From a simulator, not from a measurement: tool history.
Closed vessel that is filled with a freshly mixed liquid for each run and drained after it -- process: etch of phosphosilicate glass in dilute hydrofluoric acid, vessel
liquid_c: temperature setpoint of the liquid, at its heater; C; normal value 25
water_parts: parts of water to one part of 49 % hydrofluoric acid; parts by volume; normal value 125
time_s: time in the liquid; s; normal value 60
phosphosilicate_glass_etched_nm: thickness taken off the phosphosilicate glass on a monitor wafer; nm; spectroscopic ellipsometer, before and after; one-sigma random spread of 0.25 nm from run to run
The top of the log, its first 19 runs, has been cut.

| run | hour | liquid_c | water_parts | time_s | wafers since the last listed run | hours since the thermometer was replaced | hours since the hydrofluoric acid flow meter was replaced | hours since the gauge calibration | read-back film thickness of the phosphosilicate glass reference wafer, read on the same gauge (nm) | phosphosilicate_glass_etched_nm |
|---|---|---|---|---|---|---|---|---|---|---|
| 20 | 1577.8 | 21 | 70 | 90 | 5350 | 441.2 | 118.9 | 169.4 | 140.01 | 107.14 |
| 21 | 1645.7 | 25 | 125 | 60 | 6095 | 509.1 | 186.8 | 237.3 | 139.99 | 44.67 |
| 22 | 1727.5 | 25 | 125 | 60 | 7343 | 590.9 | 268.6 | 319.1 | 140 | 45.41 |
| 23 | 1830.8 | 21.5 | 125 | 30 | 9273 | 694.2 | 371.9 | 422.4 | 139.98 | 19.77 |
| 24 | 1914.4 | 25 | 125 | 60 | 7504 | 777.8 | 455.5 | 506 | 140 | 46.13 |
|  | 2006.7 | hydrofluoric acid flow meter replaced |
| 25 | 2018.1 | 21 | 125 | 60 | 9219 | 881.5 | 11.4 | 609.7 | 140 | 37.44 |
| 26 | 2073.6 | 21 | 100 | 60 | 4982 | 937 | 66.9 | 665.2 | 140 | 48.63 |
| 27 | 2161.5 | 25 | 125 | 60 | 7890 | 1024.9 | 154.8 | 753.1 | 139.96 | 44.5 |
| 28 | 2250.3 | 25 | 165 | 60 | 7971 | 1113.7 | 243.6 | 841.9 | 140.02 | 32.57 |
| 29 | 2324.1 | 21.5 | 155 | 30 | 6625 | 1187.5 | 317.4 | 915.7 | 140.02 | 15.32 |
| 30 | 2428.1 | 30 | 140 | 95 | 9336 | 1291.5 | 421.4 | 1019.7 | 140.04 | 75.88 |
| 31 | 2475.1 | 25 | 105 | 35 | 4219 | 1338.5 | 468.4 | 1066.7 | 139.99 | 32.85 |

Each row is a separate what-if for the run after 31, all from the same tool condition, not one after another. Results?
| A | 2475.8 | 25 | 125 | 60 | 62 | 1339.2 | 469.1 | 1067.4 | ? | ? |
| B | 2475.8 | 28 | 70 | 80 | 62 | 1339.2 | 469.1 | 1067.4 | ? | ? |
| C | 2475.8 | 26.5 | 125 | 60 | 62 | 1339.2 | 469.1 | 1067.4 | ? | ? |
| D | 2475.8 | 28 | 180 | 85 | 62 | 1339.2 | 469.1 | 1067.4 | ? | ? |
| E | 2475.8 | 28.5 | 70 | 85 | 62 | 1339.2 | 469.1 | 1067.4 | ? | ? |

| run | read-back film thickness of the phosphosilicate glass reference wafer, read on the same gauge (nm) | phosphosilicate_glass_etched_nm |
|---|---|---|
| A | 139.99 | 46.19 |
| B | 139.99 | 132.46 |
| C | 139.99 | 48.93 |
| D | 139.99 | 47.69 |
| E | 139.99 | 143.53 |
With the hidden condition removed and each run's random variation left untouched, the same runs would have given:
| run | phosphosilicate_glass_etched_nm |
|---|---|
| A | 43.78 |
| B | 125.85 |
| C | 46.36 |
| D | 45.06 |
| E | 136.36 |

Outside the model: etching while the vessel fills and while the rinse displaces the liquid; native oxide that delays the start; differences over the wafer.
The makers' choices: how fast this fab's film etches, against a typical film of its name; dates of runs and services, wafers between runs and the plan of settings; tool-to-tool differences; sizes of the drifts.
